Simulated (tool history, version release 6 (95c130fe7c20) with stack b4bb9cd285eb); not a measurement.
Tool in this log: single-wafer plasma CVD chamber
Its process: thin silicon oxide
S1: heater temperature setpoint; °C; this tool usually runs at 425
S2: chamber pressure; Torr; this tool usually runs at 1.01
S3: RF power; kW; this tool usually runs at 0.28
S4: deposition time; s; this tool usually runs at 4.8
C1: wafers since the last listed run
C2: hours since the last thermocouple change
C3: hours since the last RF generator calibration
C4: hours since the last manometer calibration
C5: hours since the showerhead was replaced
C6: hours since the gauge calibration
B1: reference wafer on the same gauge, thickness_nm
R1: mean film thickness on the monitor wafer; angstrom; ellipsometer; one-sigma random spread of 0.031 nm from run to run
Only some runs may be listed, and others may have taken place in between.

Run 1, day 0: usual settings; C1 0; C2 751.7; C3 630.8; C4 850.2; C5 1927.7; C6 1142.9; B1 8.162. Result: R1 99.59 angstrom.
Run 2, day 2.658: usual settings but S1 420 °C, S2 1.17 Torr; C1 1293; C2 815.5; C3 694.6; C4 914; C5 1991.5; C6 1206.7; B1 8.166. Result: R1 108.12 angstrom.
Run 3, day 6.808: usual settings but S1 433 °C; C1 2019; C2 915.1; C3 794.2; C4 1013.6; C5 2091.1; C6 1306.3; B1 8.164. Result: R1 100.06 angstrom.
Run 4, day 9.625: usual settings but S1 433 °C; C1 1370; C2 982.7; C3 861.8; C4 1081.2; C5 2158.7; C6 1373.9; B1 8.168. Result: R1 99.47 angstrom.
At day 10.425: capacitance manometer re-zeroed and calibrated.
Run 5, day 12.204: usual settings; C1 1092; C2 1044.6; C3 923.7; C4 42.7; C5 2220.6; C6 1435.8; B1 8.149. Result: R1 103.49 angstrom.
Run 6, day 14.083: usual settings; C1 914; C2 1089.7; C3 968.8; C4 87.8; C5 2265.7; C6 1480.9; B1 8.157. Result: R1 102.88 angstrom.
Run 7, day 15.904: usual settings; C1 886; C2 1133.4; C3 1012.5; C4 131.5; C5 2309.4; C6 1524.6; B1 8.166. Result: R1 103.2 angstrom.
Run 8, day 17.758: usual settings; C1 902; C2 1177.9; C3 1057; C4 176; C5 2353.9; C6 1569.1; B1 8.163. Result: R1 103.5 angstrom.
Run 9, day 20.012: usual settings; C1 1097; C2 1232; C3 1111.1; C4 230.1; C5 2408; C6 1623.2; B1 8.153. Result: R1 103.95 angstrom.
Run 10, day 21.542: usual settings; C1 744; C2 1268.7; C3 1147.8; C4 266.8; C5 2444.7; C6 1659.9; B1 8.162. Result: R1 103.39 angstrom.
At day 24.788: capacitance manometer re-zeroed and calibrated, repeated, since the last time left the tool worse.
Run 11, day 25.8: usual settings; C1 1910; C2 1370.9; C3 1250; C4 24.3; C5 2546.9; C6 1762.1; B1 8.158. Result: R1 98.85 angstrom.
At day 27.725: gauge calibrated.
Run 12, day 28.962: usual settings but S1 432 °C, S3 0.235 kW; C1 1539; C2 1446.8; C3 1325.9; C4 100.2; C5 2622.8; C6 29.7; B1 8.165. Result: R1 84.83 angstrom.
At day 29.742: showerhead replaced.
Run 13, day 32.3: usual settings but S1 429 °C; C1 1462; C2 1526.9; C3 1406; C4 180.3; C5 61.4; C6 109.8; B1 8.152. Result: R1 98.7 angstrom.
Run 14, day 35.188: usual settings; C1 1405; C2 1596.2; C3 1475.3; C4 249.6; C5 130.7; C6 179.1; B1 8.163. Result: R1 98.91 angstrom.
Run 15, day 37.767: usual settings but S1 429 °C, S2 0.82 Torr, S3 0.26 kW, S4 5.72 s; C1 1255; C2 1658.1; C3 1537.2; C4 311.5; C5 192.6; C6 241; B1 8.147. Result: R1 96.8 angstrom.
Run 16, day 41.967: usual settings but S2 1.24 Torr, S3 0.24 kW, S4 5.59 s; C1 2044; C2 1758.9; C3 1638; C4 412.3; C5 293.4; C6 341.8; B1 8.168. Result: R1 113.64 angstrom.
Run 17, day 49.033: usual settings; C1 3439; C2 1928.5; C3 1807.6; C4 581.9; C5 463; C6 511.4; B1 8.143. Result: R1 99.43 angstrom.
Run 18, day 51.467: usual settings but S2 0.82 Torr, S3 0.325 kW; C1 1184; C2 1986.9; C3 1866; C4 640.3; C5 521.4; C6 569.8; B1 8.148. Result: R1 95.6 angstrom.
At day 52.025: RF generator calibrated.
Run 19, day 53.696: usual settings but S4 5.13 s; C1 922; C2 2040.4; C3 40.1; C4 693.8; C5 574.9; C6 623.3; B1 8.163. Result: R1 105.74 angstrom.
Run 20, day 56.588: usual settings; C1 1407; C2 2109.8; C3 109.5; C4 763.2; C5 644.3; C6 692.7; B1 8.156. Result: R1 100.41 angstrom.
At day 64.717: thermocouple changed; heater temperature recalibrated.
Run 21, day 65.746: usual settings; C1 4294; C2 24.7; C3 329.3; C4 983; C5 864.1; C6 912.5; B1 8.164. Result: R1 101.17 angstrom.
Run 22, day 69.258: usual settings but S2 1.16 Torr; C1 1709; C2 109; C3 413.6; C4 1067.3; C5 948.4; C6 996.8; B1 8.153. Result: R1 109.94 angstrom.
Run 23, day 71.396: usual settings; C1 1040; C2 160.3; C3 464.9; C4 1118.6; C5 999.7; C6 1048.1; B1 8.152. Result: R1 101.28 angstrom.
Run 24, day 73.708: usual settings but S2 0.86 Torr; C1 1125; C2 215.8; C3 520.4; C4 1174.1; C5 1055.2; C6 1103.6; B1 8.163. Result: R1 92.64 angstrom.
At day 74.325: capacitance manometer re-zeroed and calibrated.
Run 25, day 76.333: usual settings but S3 0.235 kW, S4 3.88 s; C1 1115; C2 278.8; C3 583.4; C4 48.2; C5 1118.2; C6 1166.6; B1 8.161. Result: R1 68.57 angstrom.
Run 26, day 79.988: usual settings but S1 415 °C; C1 1778; C2 366.5; C3 671.1; C4 135.9; C5 1205.9; C6 1254.3; B1 8.162. Result: R1 99.12 angstrom.
Run 27, day 83.867: usual settings; C1 1887; C2 459.6; C3 764.2; C4 229; C5 1299; C6 1347.4; B1 8.173. Result: R1 98.26 angstrom.
Run 28, day 87.454: usual settings; C1 1745; C2 545.7; C3 850.3; C4 315.1; C5 1385.1; C6 1433.5; B1 8.162. Result: R1 98.42 angstrom.

Branching from run 28: 4 alternative next runs. What would each branch give?
Run A, day 87.471: usual settings but S1 430 °C; C1 8; C2 546.1; C3 850.7; C4 315.5; C5 1385.5; C6 1433.9; B1 ?. Result: R1 ?.
Run B, day 87.471: usual settings but S2 1.17 Torr, S4 4.5 s; C1 8; C2 546.1; C3 850.7; C4 315.5; C5 1385.5; C6 1433.9; B1 ?. Result: R1 ?.
Run C, day 87.471: usual settings but S3 0.265 kW; C1 8; C2 546.1; C3 850.7; C4 315.5; C5 1385.5; C6 1433.9; B1 ?. Result: R1 ?.
Run D, day 87.471: usual settings but S4 5.58 s; C1 8; C2 546.1; C3 850.7; C4 315.5; C5 1385.5; C6 1433.9; B1 ?. Result: R1 ?.

run     B1      R1
  A  8.166   98.08
  B  8.166  100.44
  C  8.166   94.43
  D  8.166  114.41
The same runs, with their run-to-run variation unchanged, on a tool lacking any hidden condition would have given:
run      R1
  A   97.74
  B   100.1
  C    94.1
  D  114.01

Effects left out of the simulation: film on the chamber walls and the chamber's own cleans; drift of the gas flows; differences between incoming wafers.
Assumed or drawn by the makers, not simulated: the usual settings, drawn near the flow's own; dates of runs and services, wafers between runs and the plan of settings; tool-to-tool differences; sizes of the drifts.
